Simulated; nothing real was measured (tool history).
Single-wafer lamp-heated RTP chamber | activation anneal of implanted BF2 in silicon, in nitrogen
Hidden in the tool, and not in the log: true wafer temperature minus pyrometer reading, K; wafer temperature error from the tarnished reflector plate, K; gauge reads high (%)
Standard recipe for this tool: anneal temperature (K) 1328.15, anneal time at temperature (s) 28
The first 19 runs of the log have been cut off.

run    hour  anneal temperature (K)  anneal time at temperature (s)  wafers since the last listed run  wafers since the last pyrometer calibration  wafers since the reflector plate was cleaned  hours since the gauge calibration  read-back reference wafer on the same gauge, sheet resistance  sheet resistance of the implanted and annealed layer (ohm/square)
 20   965.3                 1328.15                              12                               813                                         2743                                          3251                             1556.4                                                            667                                                             783.79
 21   990.4                 1328.15                              34                               346                                         3089                                          3598                             1581.5                                                         667.25                                                             751.94
 22  1048.7                 1328.15                              38                               803                                         3893                                          4402                             1639.8                                                         667.14                                                             746.73
     1065.3  -- pyrometer window cleaned and pyrometer calibrated
 23  1102.4                 1303.15                              38                               630                                          511                                          5032                             1693.5                                                         667.05                                                             769.07
     1154.5  -- gauge calibrated
 24  1158.6                 1314.15                              38                               775                                         1286                                          5807                                4.1                                                         666.71                                                             759.95
 25  1201.6                 1328.15                              39                               592                                         1879                                          6400                               47.1                                                         666.73                                                             747.76
 26  1240.3                 1328.15                              28                               533                                         2412                                          6933                               85.8                                                         667.15                                                             760.04
 27  1264.6                 1303.15                              28                               335                                         2747                                          7269                              110.1                                                         666.99                                                             773.38
 28  1333.6                 1328.15                              43                               951                                         3699                                          8220                              179.1                                                         666.76                                                             741.44
     1389.5  -- pyrometer window cleaned and pyrometer calibrated
 29    1390                 1328.15                              28                               667                                            6                                          8888                              235.5                                                         667.09                                                              767.6

Estimate the outcome of run 30 from the log above:
 30  1416.9                 1307.15                              14                               370                                          377                                          9259                              262.4                                                              ?                                                                  ?

read-back reference wafer on the same gauge, sheet resistance: 667.32
sheet resistance of the implanted and annealed layer (ohm/square): 795.22
If the tool had no hidden condition, the same run with the same run-to-run variation would have returned sheet resistance of the implanted and annealed layer (ohm/square) 796.23.

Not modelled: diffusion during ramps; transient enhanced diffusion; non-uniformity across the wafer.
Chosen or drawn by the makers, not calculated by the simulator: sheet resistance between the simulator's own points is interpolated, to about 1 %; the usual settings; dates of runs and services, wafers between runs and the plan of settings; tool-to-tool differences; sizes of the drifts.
